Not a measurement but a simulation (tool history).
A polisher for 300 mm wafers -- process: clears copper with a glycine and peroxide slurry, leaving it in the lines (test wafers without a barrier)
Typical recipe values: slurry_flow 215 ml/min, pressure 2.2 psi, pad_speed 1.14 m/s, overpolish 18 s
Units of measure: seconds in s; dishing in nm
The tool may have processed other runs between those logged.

run	hour	slurry_flow	pressure	pad_speed	overpolish	incoming thickness of the incoming film, nm	seconds	dishing
1	0	215	2.2	0.86	18	370.2	75	29.1
2	71.3	215	2.2	1.14	10	372.1	64.4	23.7
3	116.8	215	2.2	1.14	10	370.7	65.5	23.7
4	185	215	2.2	1.14	18	369.5	63.2	29.8
5	243	215	2.2	1.14	18	364.6	62.5	30
6	280.2	215	2.2	1.14	18	377	66	29.3
7	341	215	2.2	1.14	18	372.6	64.7	29.6
8	490	215	2.2	1.14	18	372.3	64.3	29.2
9	574.5	215	2.7	0.86	18	363.5	67.7	28.7
10	620.5	215	2.2	1.14	18	366.2	63.1	29.2
11	664.3	215	2.2	1.02	21	363.2	67.2	30.2
12	690.7	280	2.2	1.14	18	367.1	63.2	28.9
13	715	245	2.8	1.14	21	368.1	57.1	31.3
14	774.9	215	1.9	1.14	18	375.3	68	29.2
15	831.7	215	2.4	1.14	18	373.9	63.5	30.1
16	898.8	215	2.2	1.14	9	365	63.7	22.3
17	957.1	215	2.2	1.14	18	372.9	63.8	30.1

Missing from the log above: 8 entries noted between runs. For each, name the pair of listed runs it sits between and say how the tool's hidden condition differs from the listed run just before to the listed run just after:
After run 3, before run 4: worn pad replaced by a new one (hour 136.9)
  no difference in the tool's unlogged condition between these two runs
After run 6, before run 7: worn pad replaced by a new one (hour 320.5)
  no difference in the tool's unlogged condition between these two runs
After run 7, before run 8: slurry nozzle cleaned (hour 437.5)
  no difference in the tool's unlogged condition between these two runs
After run 8, before run 9: worn pad replaced by a new one (hour 502.5)
  no difference in the tool's unlogged condition between these two runs
After run 11, before run 12: head pressure recalibrated (hour 689.9)
  no difference in the tool's unlogged condition between these two runs
After run 12, before run 13: worn pad replaced by a new one (hour 695.8)
  no difference in the tool's unlogged condition between these two runs
After run 15, before run 16: worn pad replaced by a new one (hour 869.9)
  no difference in the tool's unlogged condition between these two runs
After run 16, before run 17: slurry nozzle cleaned (hour 923.7)
  no difference in the tool's unlogged condition between these two runs
